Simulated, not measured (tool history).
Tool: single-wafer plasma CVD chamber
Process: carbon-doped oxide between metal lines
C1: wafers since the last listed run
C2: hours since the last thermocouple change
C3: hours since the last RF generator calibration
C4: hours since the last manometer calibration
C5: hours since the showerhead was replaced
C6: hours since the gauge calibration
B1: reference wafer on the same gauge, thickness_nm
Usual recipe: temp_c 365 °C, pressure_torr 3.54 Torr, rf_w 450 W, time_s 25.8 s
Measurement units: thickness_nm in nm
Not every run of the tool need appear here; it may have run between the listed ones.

Run 1, hour 0: usual settings; C1 0; C2 1114.1; C3 621; C4 1291.5; C5 5595.2; C6 59.2; B1 105.967. Result: thickness_nm 103.881 nm.
Run 2, hour 34.4: usual settings but time_s 23.1 s; C1 640; C2 1148.5; C3 655.4; C4 1325.9; C5 5629.6; C6 93.6; B1 105.752. Result: thickness_nm 92.83 nm.
Run 3, hour 49.7: usual settings but time_s 23.1 s; C1 284; C2 1163.8; C3 670.7; C4 1341.2; C5 5644.9; C6 108.9; B1 106.04. Result: thickness_nm 93.033 nm.
Run 4, hour 61.9: usual settings but time_s 23.1 s; C1 227; C2 1176; C3 682.9; C4 1353.4; C5 5657.1; C6 121.1; B1 106.155. Result: thickness_nm 92.924 nm.
Run 5, hour 93.3: usual settings; C1 584; C2 1207.4; C3 714.3; C4 1384.8; C5 5688.5; C6 152.5; B1 106.025. Result: thickness_nm 103.217 nm.
Run 6, hour 114: usual settings; C1 385; C2 1228.1; C3 735; C4 1405.5; C5 5709.2; C6 173.2; B1 106.003. Result: thickness_nm 102.793 nm.
Run 7, hour 149.1: usual settings; C1 653; C2 1263.2; C3 770.1; C4 1440.6; C5 5744.3; C6 208.3; B1 105.886. Result: thickness_nm 102.987 nm.
Run 8, hour 164.9: usual settings; C1 294; C2 1279; C3 785.9; C4 1456.4; C5 5760.1; C6 224.1; B1 106.143. Result: thickness_nm 103.454 nm.
At hour 174.7: gauge calibrated.
Run 9, hour 185.7: usual settings; C1 387; C2 1299.8; C3 806.7; C4 1477.2; C5 5780.9; C6 11; B1 106.061. Result: thickness_nm 102.902 nm.
Run 10, hour 206.5: usual settings; C1 387; C2 1320.6; C3 827.5; C4 1498; C5 5801.7; C6 31.8; B1 105.964. Result: thickness_nm 103.33 nm.
Run 11, hour 221.5: usual settings but temp_c 376 °C, pressure_torr 4.09 Torr, rf_w 385 W, time_s 21 s; C1 279; C2 1335.6; C3 842.5; C4 1513; C5 5816.7; C6 46.8; B1 106.187. Result: thickness_nm 75.771 nm.
Run 12, hour 241.8: usual settings but temp_c 350 °C, pressure_torr 2.79 Torr, rf_w 490 W, time_s 21.4 s; C1 378; C2 1355.9; C3 862.8; C4 1533.3; C5 5837; C6 67.1; B1 105.881. Result: thickness_nm 91.976 nm.
Run 13, hour 262.6: usual settings; C1 387; C2 1376.7; C3 883.6; C4 1554.1; C5 5857.8; C6 87.9; B1 106.042. Result: thickness_nm 103.045 nm.
At hour 273.3: capacitance manometer re-zeroed and calibrated.
At hour 282.2: RF generator calibrated.
Run 14, hour 298.4: usual settings but temp_c 356 °C; C1 368; C2 1412.5; C3 16.2; C4 25.1; C5 5893.6; C6 123.7; B1 106.018. Result: thickness_nm 102.137 nm.
At hour 309.2: thermocouple changed; heater temperature recalibrated.
Run 15, hour 311: usual settings but temp_c 378 °C, pressure_torr 4.01 Torr, rf_w 410 W, time_s 22.2 s; C1 85; C2 1.8; C3 28.8; C4 37.7; C5 5906.2; C6 136.3; B1 106.083. Result: thickness_nm 80.245 nm.
Run 16, hour 330.9: usual settings but temp_c 352 °C, pressure_torr 4.11 Torr, time_s 24.4 s; C1 370; C2 21.7; C3 48.7; C4 57.6; C5 5926.1; C6 156.2; B1 105.92. Result: thickness_nm 98.13 nm.
At hour 343.9: RF generator calibrated, repeated, since the last time left the tool worse.
At hour 347.2: showerhead replaced.
Run 17, hour 365.9: usual settings but temp_c 370 °C, pressure_torr 2.72 Torr, rf_w 370 W; C1 441; C2 56.7; C3 22; C4 92.6; C5 18.7; C6 191.2; B1 106.128. Result: thickness_nm 92.889 nm.
At hour 388.2: gauge calibrated.
Run 18, hour 390.3: usual settings but temp_c 370 °C, pressure_torr 4.17 Torr; C1 454; C2 81.1; C3 46.4; C4 117; C5 43.1; C6 2.1; B1 106.037. Result: thickness_nm 106.029 nm.
Run 19, hour 417: usual settings; C1 497; C2 107.8; C3 73.1; C4 143.7; C5 69.8; C6 28.8; B1 106.05. Result: thickness_nm 105.188 nm.
Run 20, hour 439.5: usual settings but temp_c 372 °C, time_s 30.4 s; C1 418; C2 130.3; C3 95.6; C4 166.2; C5 92.3; C6 51.3; B1 105.904. Result: thickness_nm 121.921 nm.

Predict each of these 4 candidate next runs independently; none follows another, all start after run 20:
Run A, hour 439.9: usual settings; C1 7; C2 130.7; C3 96; C4 166.6; C5 92.7; C6 51.7; B1 ?. Result: thickness_nm ?.
Run B, hour 439.9: usual settings but rf_w 400 W, time_s 28.7 s; C1 7; C2 130.7; C3 96; C4 166.6; C5 92.7; C6 51.7; B1 ?. Result: thickness_nm ?.
Run C, hour 439.9: usual settings but temp_c 380 °C, pressure_torr 4.07 Torr, rf_w 485 W; C1 7; C2 130.7; C3 96; C4 166.6; C5 92.7; C6 51.7; B1 ?. Result: thickness_nm ?.
Run D, hour 439.9: usual settings but time_s 29 s; C1 7; C2 130.7; C3 96; C4 166.6; C5 92.7; C6 51.7; B1 ?. Result: thickness_nm ?.

run       B1  thickness_nm
  A  106.234       104.368
  B  106.234       108.783
  C  106.234       106.044
  D  106.234       117.102
Stripped of hidden state, with their random variation kept, the same runs would have yielded:
run  thickness_nm
  A       104.904
  B       109.342
  C       106.515
  D       117.703
